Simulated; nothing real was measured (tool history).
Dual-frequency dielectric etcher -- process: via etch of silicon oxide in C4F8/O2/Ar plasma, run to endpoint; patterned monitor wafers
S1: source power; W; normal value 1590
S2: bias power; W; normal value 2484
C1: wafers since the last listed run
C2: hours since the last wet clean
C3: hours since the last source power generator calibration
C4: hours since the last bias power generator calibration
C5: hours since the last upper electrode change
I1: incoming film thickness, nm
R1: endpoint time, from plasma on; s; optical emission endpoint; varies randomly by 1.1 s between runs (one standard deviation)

run,day,S1,S2,C1,C2,C3,C4,C5,I1,R1
1,0,1590,2103,0,32.5,2679.2,2176.2,2046.6,1288.1,308.2
2,1.604,1590,2484,271,71,2717.7,2214.7,2085.1,1297.3,295.5
3,2.771,1590,2484,197,99,2745.7,2242.7,2113.1,1291.7,292.6
4,5.638,1590,2484,485,167.8,2814.5,2311.5,2181.9,1305.6,296.1
5,7.475,1590,2484,311,211.9,2858.6,2355.6,2226,1302.6,297.2
6,10.296,1590,2484,478,279.6,2926.3,2423.3,2293.7,1294.9,295.8
7,12.079,1590,2484,302,322.4,2969.1,2466.1,2336.5,1282.8,294.2
8,14.138,1810,2484,348,371.8,3018.5,2515.5,2385.9,1301.9,278.4
9,16.229,1810,2484,354,422,3068.7,2565.7,2436.1,1295.8,278
10,18.808,1870,2125,437,483.9,3130.6,2627.6,2498,1299.2,286.6
11,20.904,1870,2125,355,534.2,3180.9,2677.9,2548.3,1296.9,287.8
12,22.008,1590,2484,187,560.7,3207.4,2704.4,2574.8,1296.5,297.2
# day 23.367: wet clean of the chamber
13,23.388,1590,2484,64,0.5,3240.5,2737.5,2607.9,1297.8,290.8
14,25.842,1590,2484,415,59.4,3299.4,2796.4,2666.8,1294.4,290.3
15,28.442,1710,1919,440,121.8,3361.8,2858.8,2729.2,1276.6,301.4
16,30.971,1260,2150,428,182.5,3422.5,2919.5,2789.9,1294.2,349.3
# day 34.642: source power generator calibrated
17,36.021,1910,2103,827,303.7,33.1,3040.7,2911.1,1297.1,289.2
18,37.625,1830,2484,271,342.2,71.6,3079.2,2949.6,1285,277.1
19,40.475,1590,2484,482,410.6,140,3147.6,3018,1295.3,302.5
20,43.062,1430,2484,438,472.7,202.1,3209.7,3080.1,1293.4,323.1
# day 44.404: upper electrode replaced
# day 45.733: wet clean of the chamber
21,45.754,1960,1964,117,0.5,266.7,3274.3,32.4,1289.1,286.3
22,46.975,1950,2484,206,29.8,296,3303.6,61.7,1296,268.9
# day 50.158: bias power generator calibrated
23,50.967,1200,2857,648,125.6,391.8,19.4,157.5,1285.1,331.5
24,52.25,1240,2114,217,156.4,422.6,50.2,188.3,1280.7,360.8
25,54.567,1440,2214,392,212,478.2,105.8,243.9,1299.7,332.5
26,56.942,1400,2202,402,269,535.2,162.8,300.9,1297,337.3
27,58.383,1590,2103,244,303.6,569.8,197.4,335.5,1294.6,319.2
28,59.829,1370,2484,245,338.3,604.5,232.1,370.2,1309.4,330.3
29,62.842,1590,2484,510,410.6,676.8,304.4,442.5,1302.5,303.6
30,64.296,1880,2184,246,445.5,711.7,339.3,477.4,1307.9,291.8
# day 66.3: wet clean of the chamber
31,66.679,1590,2484,234,9.1,768.9,396.5,534.6,1298,295.3
32,69.375,1760,2081,456,73.8,833.6,461.2,599.3,1296.3,299.3
33,71.283,1590,2484,323,119.6,879.4,507,645.1,1302.8,301.4
34,72.421,1290,3003,192,146.9,906.7,534.3,672.4,1276.7,308
35,73.692,1590,2484,215,177.4,937.2,564.8,702.9,1303,299.7
36,76.342,1970,2198,449,241,1000.8,628.4,766.5,1295.7,280.1

Forecast each of these 3 alternatives for the next run:
A,76.362,1770,2484,3,241.5,1001.3,628.9,767,1280.5,?
B,76.362,1590,2786,3,241.5,1001.3,628.9,767,1280.5,?
C,76.362,1860,2484,3,241.5,1001.3,628.9,767,1280.5,?

run,R1
A,278.8
B,284.2
C,271.6
Without the tool's hidden state the same runs would have given:
run,R1
A,278.8
B,284.2
C,271.7
